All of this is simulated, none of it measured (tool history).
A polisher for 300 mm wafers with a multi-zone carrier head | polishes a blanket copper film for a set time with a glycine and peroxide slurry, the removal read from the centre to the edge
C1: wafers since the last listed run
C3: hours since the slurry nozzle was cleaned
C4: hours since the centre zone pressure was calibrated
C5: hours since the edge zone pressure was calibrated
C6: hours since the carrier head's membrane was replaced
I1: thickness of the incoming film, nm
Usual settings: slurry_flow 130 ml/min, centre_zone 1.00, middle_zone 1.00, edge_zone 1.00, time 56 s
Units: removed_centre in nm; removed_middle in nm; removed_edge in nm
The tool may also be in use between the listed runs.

{"run": 1, "day": 0.0, "slurry_flow": 130, "centre_zone": 1.0, "middle_zone": 1.0, "edge_zone": 1.0, "time": 56, "C1": 0, "wafers polished on this pad": 1368, "C3": 87.4, "C4": 813.0, "C5": 464.4, "C6": 133.4, "I1": 1614.0, "removed_centre": 350.3, "removed_middle": 347.3, "removed_edge": 360.2}
{"day": 2.217, "done": "centre zone pressure recalibrated"}
{"run": 2, "day": 2.683, "slurry_flow": 115, "centre_zone": 1.04, "middle_zone": 1.0, "edge_zone": 1.06, "time": 46, "C1": 895, "wafers polished on this pad": 2263, "C3": 151.8, "C4": 11.2, "C5": 528.8, "C6": 197.8, "I1": 1604.0, "removed_centre": 288.4, "removed_middle": 280.8, "removed_edge": 295.7}
{"run": 3, "day": 4.283, "slurry_flow": 130, "centre_zone": 1.0, "middle_zone": 1.0, "edge_zone": 1.0, "time": 56, "C1": 551, "wafers polished on this pad": 2814, "C3": 190.2, "C4": 49.6, "C5": 567.2, "C6": 236.2, "I1": 1589.6, "removed_centre": 345.3, "removed_middle": 353.1, "removed_edge": 357.4}
{"run": 4, "day": 5.888, "slurry_flow": 130, "centre_zone": 1.0, "middle_zone": 1.0, "edge_zone": 1.0, "time": 56, "C1": 552, "wafers polished on this pad": 3367, "C3": 228.7, "C4": 88.1, "C5": 605.7, "C6": 274.7, "I1": 1586.9, "removed_centre": 345.7, "removed_middle": 348.3, "removed_edge": 353.9}
{"run": 5, "day": 9.829, "slurry_flow": 130, "centre_zone": 1.0, "middle_zone": 1.0, "edge_zone": 1.0, "time": 56, "C1": 1357, "wafers polished on this pad": 4724, "C3": 323.3, "C4": 182.7, "C5": 700.3, "C6": 369.3, "I1": 1602.9, "removed_centre": 344.6, "removed_middle": 342.8, "removed_edge": 353.0}
{"run": 6, "day": 11.958, "slurry_flow": 105, "centre_zone": 1.05, "middle_zone": 1.0, "edge_zone": 1.0, "time": 56, "C1": 733, "wafers polished on this pad": 5457, "C3": 374.4, "C4": 233.8, "C5": 751.4, "C6": 420.4, "I1": 1593.3, "removed_centre": 349.3, "removed_middle": 330.0, "removed_edge": 338.9}
{"day": 13.475, "done": "edge zone pressure recalibrated"}
{"run": 7, "day": 15.212, "slurry_flow": 130, "centre_zone": 1.0, "middle_zone": 1.0, "edge_zone": 1.12, "time": 56, "C1": 1091, "wafers polished on this pad": 6549, "C3": 452.5, "C4": 311.9, "C5": 41.7, "C6": 498.5, "I1": 1602.8, "removed_centre": 341.8, "removed_middle": 342.9, "removed_edge": 366.3}
{"day": 25.45, "done": "slurry nozzle cleaned"}
{"run": 8, "day": 25.708, "slurry_flow": 130, "centre_zone": 1.0, "middle_zone": 1.0, "edge_zone": 0.9, "time": 56, "C1": 3600, "wafers polished on this pad": 10149, "C3": 6.2, "C4": 563.8, "C5": 293.6, "C6": 750.4, "I1": 1598.0, "removed_centre": 338.6, "removed_middle": 347.2, "removed_edge": 324.5}
{"day": 28.838, "done": "worn pad replaced by a new one"}
{"run": 9, "day": 29.467, "slurry_flow": 130, "centre_zone": 1.0, "middle_zone": 1.0, "edge_zone": 1.0, "time": 56, "C1": 1236, "wafers polished on this pad": 216, "C3": 96.4, "C4": 654.0, "C5": 383.8, "C6": 840.6, "I1": 1589.0, "removed_centre": 351.5, "removed_middle": 355.3, "removed_edge": 354.1}
{"run": 10, "day": 33.512, "slurry_flow": 115, "centre_zone": 0.89, "middle_zone": 1.0, "edge_zone": 0.89, "time": 56, "C1": 1393, "wafers polished on this pad": 1610, "C3": 193.5, "C4": 751.1, "C5": 480.9, "C6": 937.7, "I1": 1600.5, "removed_centre": 303.4, "removed_middle": 334.3, "removed_edge": 331.6}
{"run": 11, "day": 36.667, "slurry_flow": 130, "centre_zone": 1.0, "middle_zone": 0.91, "edge_zone": 0.92, "time": 44, "C1": 1086, "wafers polished on this pad": 2696, "C3": 269.2, "C4": 826.8, "C5": 556.6, "C6": 1013.4, "I1": 1577.8, "removed_centre": 270.1, "removed_middle": 253.0, "removed_edge": 267.8}
{"run": 12, "day": 38.396, "slurry_flow": 140, "centre_zone": 1.0, "middle_zone": 0.89, "edge_zone": 1.03, "time": 56, "C1": 595, "wafers polished on this pad": 3291, "C3": 310.7, "C4": 868.3, "C5": 598.1, "C6": 1054.9, "I1": 1582.9, "removed_centre": 345.2, "removed_middle": 315.7, "removed_edge": 361.2}
{"run": 13, "day": 41.746, "slurry_flow": 130, "centre_zone": 1.0, "middle_zone": 1.0, "edge_zone": 0.96, "time": 71, "C1": 1153, "wafers polished on this pad": 4445, "C3": 391.1, "C4": 948.7, "C5": 678.5, "C6": 1135.3, "I1": 1572.5, "removed_centre": 433.0, "removed_middle": 440.6, "removed_edge": 446.2}
{"day": 45.579, "done": "centre zone pressure recalibrated"}
{"run": 14, "day": 46.983, "slurry_flow": 130, "centre_zone": 1.0, "middle_zone": 0.88, "edge_zone": 1.0, "time": 56, "C1": 1775, "wafers polished on this pad": 6220, "C3": 516.8, "C4": 33.7, "C5": 804.2, "C6": 1261.0, "I1": 1592.7, "removed_centre": 340.3, "removed_middle": 307.4, "removed_edge": 353.7}
{"day": 47.117, "done": "edge zone pressure recalibrated"}
{"day": 50.496, "done": "slurry nozzle cleaned"}
{"run": 15, "day": 50.8, "slurry_flow": 130, "centre_zone": 1.05, "middle_zone": 1.0, "edge_zone": 1.0, "time": 56, "C1": 1271, "wafers polished on this pad": 7491, "C3": 7.3, "C4": 125.3, "C5": 88.4, "C6": 1352.6, "I1": 1574.9, "removed_centre": 354.6, "removed_middle": 337.9, "removed_edge": 345.2}
{"run": 16, "day": 55.033, "slurry_flow": 130, "centre_zone": 1.0, "middle_zone": 1.0, "edge_zone": 0.89, "time": 56, "C1": 1457, "wafers polished on this pad": 8949, "C3": 108.9, "C4": 226.9, "C5": 190.0, "C6": 1454.2, "I1": 1593.0, "removed_centre": 341.5, "removed_middle": 340.7, "removed_edge": 323.9}
{"day": 56.638, "done": "worn pad replaced by a new one"}
{"run": 17, "day": 58.538, "slurry_flow": 130, "centre_zone": 1.0, "middle_zone": 1.0, "edge_zone": 1.0, "time": 56, "C1": 1149, "wafers polished on this pad": 654, "C3": 193.0, "C4": 311.0, "C5": 274.1, "C6": 1538.3, "I1": 1565.8, "removed_centre": 349.3, "removed_middle": 357.6, "removed_edge": 357.5}
{"run": 18, "day": 62.688, "slurry_flow": 130, "centre_zone": 1.0, "middle_zone": 1.11, "edge_zone": 0.92, "time": 56, "C1": 1429, "wafers polished on this pad": 2083, "C3": 292.6, "C4": 410.6, "C5": 373.7, "C6": 1637.9, "I1": 1585.3, "removed_centre": 345.7, "removed_middle": 378.3, "removed_edge": 334.4}
{"run": 19, "day": 66.221, "slurry_flow": 105, "centre_zone": 1.0, "middle_zone": 1.0, "edge_zone": 0.9, "time": 56, "C1": 1216, "wafers polished on this pad": 3300, "C3": 377.4, "C4": 495.4, "C5": 458.5, "C6": 1722.7, "I1": 1595.3, "removed_centre": 330.6, "removed_middle": 332.8, "removed_edge": 327.3}
{"run": 20, "day": 67.829, "slurry_flow": 130, "centre_zone": 1.0, "middle_zone": 1.0, "edge_zone": 1.04, "time": 43, "C1": 553, "wafers polished on this pad": 3854, "C3": 416.0, "C4": 534.0, "C5": 497.1, "C6": 1761.3, "I1": 1608.0, "removed_centre": 260.6, "removed_middle": 263.1, "removed_edge": 273.8}
{"day": 71.208, "done": "carrier head's membrane replaced by a new one"}
{"day": 72.371, "done": "edge zone pressure recalibrated"}
{"run": 21, "day": 73.8, "slurry_flow": 160, "centre_zone": 1.09, "middle_zone": 1.0, "edge_zone": 1.07, "time": 56, "C1": 1955, "wafers polished on this pad": 5810, "C3": 559.3, "C4": 677.3, "C5": 34.3, "C6": 62.2, "I1": 1601.1, "removed_centre": 387.8, "removed_middle": 350.4, "removed_edge": 366.3}

Hidden state or all else? Some run-to-run changes of removed_centre, split into what the settings, what came in and random variation would give without the hidden state, and what is left for the hidden state (with any gauge scatter that isn't in both results):
The hidden state here: removal rate lost through wear of the pad, %; slurry flow missing at the pad, %; deviation of the centre zone's pressure from its setpoint, %; deviation of the edge zone's pressure from its setpoint, %.
Run 8 -> 9: edge_zone 0.90 -> 1.00, worn pad replaced by a new one. removed_centre +12.9 nm: hidden state +12.8, all else +0.1.
Run 13 -> 14: middle_zone 1.00 -> 0.88, edge_zone 0.96 -> 1.00, time 71 -> 56, centre zone pressure recalibrated. removed_centre -92.7 nm: hidden state +1.3, all else -94.0.
Run 16 -> 17: edge_zone 0.89 -> 1.00, worn pad replaced by a new one. removed_centre +7.8 nm: hidden state +10.8, all else -3.0.
Run 20 -> 21: slurry_flow 130 -> 160, centre_zone 1.00 -> 1.09, edge_zone 1.04 -> 1.07, time 43 -> 56, carrier head's membrane replaced by a new one, edge zone pressure recalibrated. removed_centre +127.2 nm: hidden state -6.4, all else +133.6.

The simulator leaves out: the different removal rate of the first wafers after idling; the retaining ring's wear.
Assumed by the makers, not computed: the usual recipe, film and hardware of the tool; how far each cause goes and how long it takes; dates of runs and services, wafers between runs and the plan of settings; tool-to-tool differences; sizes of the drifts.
